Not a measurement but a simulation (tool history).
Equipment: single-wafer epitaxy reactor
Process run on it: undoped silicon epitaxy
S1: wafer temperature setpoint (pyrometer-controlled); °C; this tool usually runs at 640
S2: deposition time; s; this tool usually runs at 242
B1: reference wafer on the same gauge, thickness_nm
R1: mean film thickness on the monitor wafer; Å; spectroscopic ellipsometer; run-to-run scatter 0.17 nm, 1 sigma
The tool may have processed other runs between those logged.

run    hour   S1   S2      B1      R1
  1     0.0  632  242  26.252  260.16
  2    58.9  632  242  26.348  262.31
  3   107.7  632  242  26.279  262.17
  4   133.5  640  242  26.318  319.13
  5   164.9  640  242  26.336  318.51
  6   200.4  646  242  26.411  374.26
  7   368.5  646  242  26.468  376.08
  8   402.6  646  242  26.495  376.59
  9   490.7  650  214  26.491  366.12
 10   519.6  650  214  26.435  369.63
 11   624.4  640  218  26.547  289.38
 12   676.0  640  218  26.572  293.72
 13   712.5  640  218  26.661  292.43
 14   775.3  640  242  26.654  328.95
 15   805.1  640  242  26.693  324.56
 16   873.5  640  242  26.715  323.00
 17   900.5  640  242  26.781  323.54
 18   948.6  640  242  26.721  325.58
 19  1005.6  640  266  26.814  357.52
     1029.4  -- pyrometer calibrated
 20  1072.2  640  266  26.818  359.06
 21  1125.6  648  242  26.782  401.88
 22  1194.6  648  242  26.884  398.51
 23  1245.6  626  242  26.868  228.32
     1295.1  -- gauge calibrated
 24  1296.6  632  242  25.966  256.49
 25  1355.9  640  242  25.937  315.88
 26  1389.1  628  270  26.003  261.03
 27  1413.4  635  242  25.977  278.75

The next listed run, before its measurement:
 28  1453.3  647  276   ?   ?

B1: 25.994
R1: 435.31 Å
On a tool with no hidden condition, and with the same random variation, this run would have come out at R1 431.86 Å.
